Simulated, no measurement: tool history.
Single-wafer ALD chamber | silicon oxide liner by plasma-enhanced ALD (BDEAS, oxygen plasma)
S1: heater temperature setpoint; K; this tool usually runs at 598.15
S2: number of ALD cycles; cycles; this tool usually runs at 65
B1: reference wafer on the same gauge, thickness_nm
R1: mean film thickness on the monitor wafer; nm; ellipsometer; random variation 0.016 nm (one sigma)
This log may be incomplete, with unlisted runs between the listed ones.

{"run": 1, "hour": 0.0, "S1": 598.15, "S2": 65, "B1": 6.594, "R1": 6.408}
{"run": 2, "hour": 12.9, "S1": 598.15, "S2": 65, "B1": 6.594, "R1": 6.446}
{"run": 3, "hour": 28.7, "S1": 608.15, "S2": 68, "B1": 6.59, "R1": 6.602}
{"run": 4, "hour": 39.8, "S1": 608.15, "S2": 68, "B1": 6.588, "R1": 6.587}
{"run": 5, "hour": 88.6, "S1": 608.15, "S2": 68, "B1": 6.573, "R1": 6.557}
{"run": 6, "hour": 95.0, "S1": 598.15, "S2": 65, "B1": 6.573, "R1": 6.391}
{"hour": 107.4, "done": "thermocouple changed; heater temperature recalibrated"}
{"run": 7, "hour": 109.2, "S1": 598.15, "S2": 65, "B1": 6.572, "R1": 6.398}
{"run": 8, "hour": 120.1, "S1": 598.15, "S2": 65, "B1": 6.565, "R1": 6.378}
{"run": 9, "hour": 127.7, "S1": 598.15, "S2": 65, "B1": 6.567, "R1": 6.353}
{"run": 10, "hour": 141.5, "S1": 598.15, "S2": 65, "B1": 6.56, "R1": 6.367}
{"run": 11, "hour": 148.8, "S1": 587.15, "S2": 61, "B1": 6.557, "R1": 6.081}
{"run": 12, "hour": 165.2, "S1": 605.15, "S2": 77, "B1": 6.553, "R1": 7.415}
{"run": 13, "hour": 177.0, "S1": 598.15, "S2": 54, "B1": 6.55, "R1": 5.265}
{"hour": 189.2, "done": "gauge calibrated"}
{"run": 14, "hour": 198.5, "S1": 594.15, "S2": 65, "B1": 6.626, "R1": 6.468}
{"run": 15, "hour": 211.4, "S1": 598.15, "S2": 69, "B1": 6.623, "R1": 6.809}
{"run": 16, "hour": 221.7, "S1": 598.15, "S2": 65, "B1": 6.622, "R1": 6.445}
{"run": 17, "hour": 238.6, "S1": 598.15, "S2": 74, "B1": 6.611, "R1": 7.307}
{"run": 18, "hour": 253.0, "S1": 598.15, "S2": 77, "B1": 6.612, "R1": 7.6}
{"run": 19, "hour": 265.5, "S1": 598.15, "S2": 65, "B1": 6.604, "R1": 6.417}
{"run": 20, "hour": 283.3, "S1": 598.15, "S2": 65, "B1": 6.606, "R1": 6.404}
{"run": 21, "hour": 289.6, "S1": 608.15, "S2": 68, "B1": 6.603, "R1": 6.605}

Consider 4 possible next runs. They are alternatives, not a sequence: every one starts from the tool as it was left by run 21. What does each give?
{"run": "A", "hour": 290.1, "S1": 598.15, "S2": 65, "B1": "?", "R1": "?"}
{"run": "B", "hour": 290.1, "S1": 593.15, "S2": 77, "B1": "?", "R1": "?"}
{"run": "C", "hour": 290.1, "S1": 598.15, "S2": 78, "B1": "?", "R1": "?"}
{"run": "D", "hour": 290.1, "S1": 583.15, "S2": 55, "B1": "?", "R1": "?"}

run=A B1=6.599 R1=6.426
run=B B1=6.599 R1=7.674
run=C B1=6.599 R1=7.711
run=D B1=6.599 R1=5.569
With the hidden condition removed and each run's random variation left untouched, the same runs would have given:
run=A R1=6.455
run=B R1=7.708
run=C R1=7.745
run=D R1=5.594
